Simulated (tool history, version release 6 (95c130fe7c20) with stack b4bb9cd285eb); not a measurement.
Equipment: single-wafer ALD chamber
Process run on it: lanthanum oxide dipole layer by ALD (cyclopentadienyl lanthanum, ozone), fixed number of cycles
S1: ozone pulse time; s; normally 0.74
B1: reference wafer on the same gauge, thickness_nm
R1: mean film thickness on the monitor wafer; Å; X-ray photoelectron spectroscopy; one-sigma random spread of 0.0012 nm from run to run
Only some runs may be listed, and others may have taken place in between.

run 1 hour=0 | S1=0.8 | B1=0.442 | R1=4.87
run 2 hour=9.8 | S1=0.8 | B1=0.442 | R1=4.87
run 3 hour=21.6 | S1=0.8 | B1=0.442 | R1=4.9
run 4 hour=39.2 | S1=0.92 | B1=0.442 | R1=5.28
run 5 hour=57.1 | S1=0.92 | B1=0.442 | R1=5.27
run 6 hour=74.5 | S1=0.92 | B1=0.442 | R1=5.26
run 7 hour=86.9 | S1=0.74 | B1=0.442 | R1=4.66
-- hour=110.2 thermocouple changed; heater temperature recalibrated
run 8 hour=110.7 | S1=0.74 | B1=0.442 | R1=4.63
run 9 hour=111.1 | S1=0.74 | B1=0.442 | R1=4.63
run 10 hour=117 | S1=0.74 | B1=0.442 | R1=4.63
-- hour=129.6 ozone generator serviced
run 11 hour=130.1 | S1=0.97 | B1=0.442 | R1=5.37
run 12 hour=140.7 | S1=0.97 | B1=0.442 | R1=5.37
run 13 hour=151.9 | S1=0.74 | B1=0.442 | R1=4.65
run 14 hour=165.3 | S1=0.74 | B1=0.442 | R1=4.64
run 15 hour=172 | S1=0.95 | B1=0.442 | R1=5.31
-- hour=183.1 showerhead replaced
run 16 hour=184.4 | S1=0.74 | B1=0.442 | R1=4.64
-- hour=210.6 gauge calibrated
run 17 hour=231.4 | S1=0.96 | B1=0.442 | R1=5.34
run 18 hour=237.9 | S1=0.62 | B1=0.442 | R1=3.95
run 19 hour=252.8 | S1=1.01 | B1=0.442 | R1=5.46
run 20 hour=266.7 | S1=0.96 | B1=0.442 | R1=5.36
run 21 hour=275.8 | S1=0.74 | B1=0.442 | R1=4.62
run 22 hour=291.7 | S1=0.93 | B1=0.442 | R1=5.29
run 23 hour=304.8 | S1=0.91 | B1=0.442 | R1=5.22
run 24 hour=313.2 | S1=0.49 | B1=0.441 | R1=2.81

Alternative continuations, all from the tool just after run 24; predict every row:
run A hour=313.6 | S1=0.74 | B1=? | R1=?
run B hour=313.6 | S1=0.63 | B1=? | R1=?
run C hour=313.6 | S1=0.85 | B1=? | R1=?

run=A B1=0.442 R1=4.63
run=B B1=0.442 R1=4.01
run=C B1=0.442 R1=5.05
Take away the tool's hidden state, keep each run's random variation, and the runs would have read:
run=A R1=4.63
run=B R1=4.01
run=C R1=5.05
